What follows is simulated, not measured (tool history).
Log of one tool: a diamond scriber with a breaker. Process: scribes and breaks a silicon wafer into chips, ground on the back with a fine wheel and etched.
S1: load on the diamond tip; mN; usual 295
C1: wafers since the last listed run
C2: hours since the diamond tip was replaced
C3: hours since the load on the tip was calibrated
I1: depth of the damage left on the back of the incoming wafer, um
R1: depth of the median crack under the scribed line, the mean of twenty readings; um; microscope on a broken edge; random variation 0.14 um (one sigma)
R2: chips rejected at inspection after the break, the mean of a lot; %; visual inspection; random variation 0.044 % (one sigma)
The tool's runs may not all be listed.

run	day	S1	C1	C2	C3	I1	R1	R2
1	0	333	0	299.6	39	0.45	8.6	3.11
2	1.454	333	93	334.5	73.9	0.69	8.47	3.27
3	2.917	295	93	369.6	109	0.7	8.07	1.22
4	10.375	295	478	548.6	288	0.74	8.13	1.22
5	12.421	295	131	597.7	337.1	0.37	8.19	1.26
6	14.921	295	160	657.7	397.1	0.43	8.03	1.23
7	17.233	295	148	713.2	452.6	0.69	8.15	1.18
8	18.896	295	106	753.1	492.5	0.77	8.07	1.2
9	21.121	295	142	806.5	545.9	0.75	7.88	1.21
10	22.75	295	104	845.6	585	0.68	7.96	1.26
11	25.042	295	146	900.6	640	0.62	8.27	1.2
12	27.367	346	149	956.4	695.8	0.63	8.98	4.46
13	29.796	322	155	1014.7	754.1	0.71	8.5	2.35
# day 30.762: diamond tip replaced by a new one
14	32.025	322	137	30.3	807.6	0.37	8.42	2.29
15	34.25	295	142	83.7	861	0.58	7.81	1.13
16	36.142	295	121	129.1	906.4	0.6	7.76	1.21
17	37.638	227	95	165	942.3	0.63	6.81	9.36
18	38.721	320	69	191	968.3	0.75	8.54	2.03
19	40.517	234	115	234.1	1011.4	0.48	6.96	8.05
20	43.438	265	187	304.2	1081.5	0.46	7.4	2.71
21	46.025	208	165	366.3	1143.6	0.4	6.36	16.06
22	47.4	295	88	399.3	1176.6	0.45	7.9	1.13
23	48.796	328	89	432.8	1210.1	0.8	8.5	2.72
# day 49.796: load on the tip recalibrated
24	51.571	338	172	499.4	42.6	0.39	8.94	3.74
25	53.042	263	94	534.7	77.9	0.58	7.57	2.96
26	54.217	223	75	562.9	106.1	0.71	6.66	11.44
27	55.358	218	73	590.3	133.5	0.32	6.61	12.56
28	56.838	295	94	625.8	169	0.43	8.03	1.21
29	58.442	320	102	664.3	207.5	0.38	8.51	2.2
30	61.275	373	181	732.3	275.5	0.62	9.36	8.64
31	63.179	352	122	778	321.2	0.66	9	5.06
32	65.421	212	143	831.8	375	0.45	6.57	14.28
33	67.475	343	131	881.1	424.3	0.51	8.78	4.21
34	69.633	342	138	932.9	476.1	0.57	8.76	3.95
35	71.671	323	130	981.8	525	0.72	8.52	2.27
36	72.946	354	81	1012.4	555.6	0.68	9.19	5.34
37	75.804	295	183	1081	624.2	0.49	7.95	1.17
38	78.475	249	171	1145.1	688.3	0.46	7.23	4.7
# day 79.054: diamond tip replaced by a new one
39	81.338	322	178	54.8	757	0.34	8.44	2.18
40	83.046	382	109	95.8	798	0.35	9.4	9.55
41	84.65	330	102	134.3	836.5	0.32	8.67	2.63

The tool's hidden state at each run:
share of the diamond tip's cutting effectiveness lost through wear, %: 0 in every run
deviation of the load on the tip from its setpoint, %: 0 in every run
